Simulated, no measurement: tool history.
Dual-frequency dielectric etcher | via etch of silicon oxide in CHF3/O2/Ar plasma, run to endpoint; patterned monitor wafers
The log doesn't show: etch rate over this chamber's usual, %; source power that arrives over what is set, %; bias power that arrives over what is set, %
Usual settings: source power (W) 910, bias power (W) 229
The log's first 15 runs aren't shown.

| run | day | source power (W) | bias power (W) | wafers since the last listed run | hours since the last wet clean | hours since the last source power generator calibration | hours since the last bias power generator calibration | hours since the last upper electrode change | incoming incoming film thickness, nm | endpoint time (s) |
|---|---|---|---|---|---|---|---|---|---|---|
| 16 | 7.129 | 1120 | 256 | 37 | 559.6 | 3635.8 | 100 | 128.7 | 816.1 | 279.8 |
|  | 8.596 | wet clean of the chamber |
| 17 | 8.617 | 1040 | 229 | 60 | 0.5 | 3671.5 | 135.7 | 164.4 | 801.5 | 298.4 |
| 18 | 8.633 | 910 | 202 | 2 | 0.9 | 3671.9 | 136.1 | 164.8 | 805.3 | 338.6 |
| 19 | 8.958 | 750 | 209 | 40 | 8.7 | 3679.7 | 143.9 | 172.6 | 804.9 | 379.2 |
| 20 | 9.738 | 910 | 179 | 96 | 27.4 | 3698.4 | 162.6 | 191.3 | 808 | 353 |
|  | 9.954 | source power generator calibrated |
| 21 | 10.175 | 910 | 229 | 33 | 37.9 | 5.3 | 173.1 | 201.8 | 810.1 | 325 |
| 22 | 10.488 | 910 | 229 | 38 | 45.4 | 12.8 | 180.6 | 209.3 | 807.7 | 324.4 |
| 23 | 11.012 | 800 | 284 | 64 | 58 | 25.4 | 193.2 | 221.9 | 808 | 325.6 |
| 24 | 11.279 | 1000 | 174 | 32 | 64.4 | 31.8 | 199.6 | 228.3 | 804.6 | 334.8 |
| 25 | 11.808 | 910 | 229 | 65 | 77.1 | 44.5 | 212.3 | 241 | 809.8 | 327 |
| 26 | 12.475 | 750 | 271 | 82 | 93.1 | 60.5 | 228.3 | 257 | 807.9 | 348 |
| 27 | 12.896 | 910 | 229 | 51 | 103.2 | 70.6 | 238.4 | 267.1 | 808.6 | 323.5 |
| 28 | 13.238 | 910 | 252 | 42 | 111.4 | 78.8 | 246.6 | 275.3 | 810.9 | 316.6 |
| 29 | 13.662 | 780 | 229 | 52 | 121.6 | 89 | 256.8 | 285.5 | 811.8 | 360.9 |
| 30 | 13.962 | 1030 | 205 | 37 | 128.8 | 96.2 | 264 | 292.7 | 803.6 | 311.3 |
| 31 | 14.246 | 910 | 229 | 34 | 135.6 | 103 | 270.8 | 299.5 | 807.4 | 324.6 |
| 32 | 14.562 | 1070 | 254 | 39 | 143.2 | 110.6 | 278.4 | 307.1 | 804.9 | 283.7 |
| 33 | 15.229 | 910 | 229 | 82 | 159.2 | 126.6 | 294.4 | 323.1 | 803.8 | 322.2 |
| 34 | 15.704 | 1120 | 243 | 58 | 170.6 | 138 | 305.8 | 334.5 | 805.4 | 280.8 |
| 35 | 16.183 | 910 | 229 | 59 | 182.1 | 149.5 | 317.3 | 346 | 804.2 | 323.1 |

4 ways to go on from here, each from the tool as it stands after run 35. What would each give?
| A | 16.204 | 1120 | 229 | 2 | 182.6 | 150 | 317.8 | 346.5 | 803.4 | ? |
| B | 16.204 | 1060 | 229 | 2 | 182.6 | 150 | 317.8 | 346.5 | 803.4 | ? |
| C | 16.204 | 990 | 285 | 2 | 182.6 | 150 | 317.8 | 346.5 | 803.4 | ? |
| D | 16.204 | 1020 | 201 | 2 | 182.6 | 150 | 317.8 | 346.5 | 803.4 | ? |

| run | endpoint time (s) |
|---|---|
| A | 286.6 |
| B | 295.6 |
| C | 284.4 |
| D | 315.9 |
Without the tool's hidden state the same runs would have given:
| run | endpoint time (s) |
|---|---|
| A | 286.6 |
| B | 295.6 |
| C | 284.4 |
| D | 315.9 |
